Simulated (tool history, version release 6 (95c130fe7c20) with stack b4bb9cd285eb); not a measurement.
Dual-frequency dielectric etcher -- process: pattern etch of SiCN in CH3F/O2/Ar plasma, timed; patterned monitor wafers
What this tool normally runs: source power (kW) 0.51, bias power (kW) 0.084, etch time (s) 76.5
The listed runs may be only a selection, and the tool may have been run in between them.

run,hour,source power (kW),bias power (kW),etch time (s),wafers since the last listed run,hours since the last wet clean,hours since the last source power generator calibration,hours since the last bias power generator calibration,hours since the last upper electrode change,hours since the gauge calibration,"read-back reference wafer on the same gauge, depth_nm",mean etch depth across the wafer (angstrom)
1,0,0.51,0.084,76.5,0,157.7,2491.5,4872.2,4060.7,422.1,33.69,355.2
# hour 24: gauge calibrated
2,24.9,0.51,0.084,76.5,275,182.6,2516.4,4897.1,4085.6,0.9,33.72,354.3
3,54.2,0.51,0.084,76.5,323,211.9,2545.7,4926.4,4114.9,30.2,33.71,354.9
4,101,0.51,0.084,66,517,258.7,2592.5,4973.2,4161.7,77,33.7,307.2
5,165.2,0.51,0.084,76.5,709,322.9,2656.7,5037.4,4225.9,141.2,33.72,355.7
6,205,0.51,0.084,94.5,439,362.7,2696.5,5077.2,4265.7,181,33.71,442.9
7,256.1,0.51,0.084,94.5,564,413.8,2747.6,5128.3,4316.8,232.1,33.67,442.6
8,280.2,0.51,0.084,94.5,266,437.9,2771.7,5152.4,4340.9,256.2,33.7,440
# hour 331.1: upper electrode replaced
9,334.1,0.39,0.104,93.5,330,491.8,2825.6,5206.3,3,310.1,33.72,442.6
10,358.6,0.56,0.084,55.5,270,516.3,2850.1,5230.8,27.5,334.6,33.71,267.7
# hour 397.1: bias power generator calibrated
# hour 404.9: gauge calibrated
11,406.9,0.47,0.1,92,489,564.6,2898.4,9.8,75.8,2,33.72,447.5
# hour 429.1: source power generator calibrated
12,449.3,0.51,0.102,76.5,424,607,20.2,52.2,118.2,44.4,33.73,380.8
# hour 480.4: wet clean of the chamber
13,512.9,0.51,0.098,88,437,32.5,83.8,115.8,181.8,108,33.72,420.9
14,540.9,0.46,0.084,76.5,309,60.5,111.8,143.8,209.8,136,33.71,342.3

Predict the results of run 15:
15,610.6,0.41,0.096,89,770,130.2,181.5,213.5,279.5,205.7,?,?

Run 15 produced read-back reference wafer on the same gauge, depth_nm 33.7, mean etch depth across the wafer (angstrom) 405.9.
With the hidden condition absent and the run-to-run variation left alone, this run would have shown mean etch depth across the wafer (angstrom) 403.9.
